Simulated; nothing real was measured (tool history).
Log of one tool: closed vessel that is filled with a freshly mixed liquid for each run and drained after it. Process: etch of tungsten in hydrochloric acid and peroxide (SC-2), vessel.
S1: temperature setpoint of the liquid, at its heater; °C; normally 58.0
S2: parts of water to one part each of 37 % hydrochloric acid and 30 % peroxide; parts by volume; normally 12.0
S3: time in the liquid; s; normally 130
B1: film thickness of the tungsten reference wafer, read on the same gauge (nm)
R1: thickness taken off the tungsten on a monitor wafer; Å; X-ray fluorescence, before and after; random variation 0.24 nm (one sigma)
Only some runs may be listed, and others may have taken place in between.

Run 1, hour 0.0: usual settings but S3 95 s; B1 60.05. Result: R1 200.3 Å.
Run 2, hour 19.1: usual settings but S3 95 s; B1 60.00. Result: R1 202.1 Å.
Run 3, hour 84.7: usual settings but S3 95 s; B1 59.99. Result: R1 201.8 Å.
At hour 103.7: new drum of peroxide connected.
Run 4, hour 106.3: usual settings; B1 60.03. Result: R1 273.2 Å.
Run 5, hour 132.3: usual settings; B1 60.01. Result: R1 275.6 Å.
Run 6, hour 162.0: usual settings but S1 51.5 °C; B1 59.98. Result: R1 183.9 Å.
Run 7, hour 197.0: usual settings; B1 60.00. Result: R1 280.9 Å.
Run 8, hour 211.6: usual settings; B1 59.99. Result: R1 278.8 Å.
Run 9, hour 241.8: usual settings; B1 60.04. Result: R1 279.4 Å.
At hour 246.2: gauge calibrated.
Run 10, hour 254.1: usual settings; B1 59.98. Result: R1 275.7 Å.
Run 11, hour 285.1: usual settings; B1 60.02. Result: R1 274.6 Å.
At hour 291.3: thermometer replaced.
Run 12, hour 309.4: usual settings; B1 60.00. Result: R1 275.2 Å.
Run 13, hour 322.4: usual settings but S3 190 s; B1 59.97. Result: R1 402.7 Å.
Run 14, hour 352.0: usual settings but S1 65.5 °C, S2 17.5 parts by volume, S3 210 s; B1 59.93. Result: R1 508.9 Å.
Run 15, hour 383.9: usual settings; B1 60.02. Result: R1 276.7 Å.
Run 16, hour 400.1: usual settings but S1 65.5 °C, S2 15.0 parts by volume, S3 210 s; B1 60.03. Result: R1 590.0 Å.
At hour 408.8: new drum of peroxide connected.
Run 17, hour 435.3: usual settings but S1 54.0 °C, S2 10.5 parts by volume, S3 160 s; B1 60.02. Result: R1 298.2 Å.
Run 18, hour 462.4: usual settings but S1 61.5 °C, S2 16.0 parts by volume; B1 59.99. Result: R1 266.3 Å.
At hour 480.5: chemicals flow meter replaced.
Run 19, hour 554.1: usual settings but S1 63.0 °C, S3 50 s; B1 59.98. Result: R1 143.9 Å.
Run 20, hour 569.0: usual settings; B1 59.99. Result: R1 280.4 Å.
Run 21, hour 599.7: usual settings; B1 59.98. Result: R1 278.8 Å.
Run 22, hour 617.6: usual settings but S3 190 s; B1 60.01. Result: R1 405.1 Å.
Run 23, hour 650.6: usual settings but S1 53.5 °C, S2 6.5 parts by volume, S3 150 s; B1 59.98. Result: R1 396.6 Å.
Run 24, hour 673.7: usual settings; B1 60.03. Result: R1 276.6 Å.
Run 25, hour 695.8: usual settings but S1 53.5 °C, S2 9.5 parts by volume; B1 59.93. Result: R1 252.7 Å.
Run 26, hour 717.6: usual settings but S3 165 s; B1 59.99. Result: R1 354.4 Å.

The tool's hidden state at each run:
liquid hotter than its thermometer reads (K): 0 in every run
chemicals flow above the setpoint (%): 0 in every run
peroxide weaker than its label (%): 0 in every run
gauge reads high (%): 0 in every run
